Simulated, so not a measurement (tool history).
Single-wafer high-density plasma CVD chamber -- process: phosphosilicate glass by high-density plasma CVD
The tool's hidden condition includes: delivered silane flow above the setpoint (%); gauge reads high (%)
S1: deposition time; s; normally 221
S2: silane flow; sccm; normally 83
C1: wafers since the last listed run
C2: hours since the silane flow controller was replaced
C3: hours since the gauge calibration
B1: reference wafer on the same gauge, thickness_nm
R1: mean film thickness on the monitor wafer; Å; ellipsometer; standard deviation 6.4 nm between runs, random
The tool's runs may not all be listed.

run	hour	S1	S2	C1	C2	C3	B1	R1
1	0	199	83	0	3232.3	447.2	1667.618	17451.67
2	53.7	199	83	535	3286	500.9	1672.276	17473.47
3	122.1	199	83	681	3354.4	569.3	1677.889	17551.37
4	173.1	221	83	508	3405.4	620.3	1684.452	19629.85
5	234.3	221	83	609	3466.6	681.5	1691.506	19689.58
6	273.6	221	83	391	3505.9	720.8	1695.387	19835.76
7	315.4	221	83	416	3547.7	762.6	1700.948	19779.08
# hour 330.6: gauge calibrated
8	364.9	221	83	493	3597.2	34.3	1648.367	19219.86
9	393.5	221	83	285	3625.8	62.9	1648.799	19117.25
10	463.3	233	91	695	3695.6	132.7	1650.496	22338.05
# hour 482.2: silane flow controller replaced
11	516.5	233	91	450	34.3	185.9	1650.823	22365.1
12	549.3	252	72	326	67.1	218.7	1652.042	19143.01
13	620.5	221	83	709	138.3	289.9	1655.685	19323.46
14	684.7	233	97	639	202.5	354.1	1658.988	23857.24
15	747.8	247	75	628	265.6	417.2	1664.244	19565.6
16	777.2	178	67	293	295	446.6	1665.493	12568.19
17	811.9	221	83	345	329.7	481.3	1669.008	19416.5
18	840.8	243	91	288	358.6	510.2	1672.025	23546.63
19	908	191	72	669	425.8	577.4	1677.905	14615.37
20	937	199	83	289	454.8	606.4	1680.189	17697.33
21	963.2	221	83	261	481	632.6	1683.695	19718.33
# hour 984.4: gauge calibrated
22	1017.1	221	76	537	534.9	32.7	1649.21	17662.29

Run 23 has not been measured yet. What should we expect?
23	1064.9	256	76	476	582.7	80.5	?	?

{"run 23": {"B1": 1649.206, "R1": 20296.2}}
On a tool with no hidden condition, and with the same random variation, this run would have come out at R1 20299.45 Å.
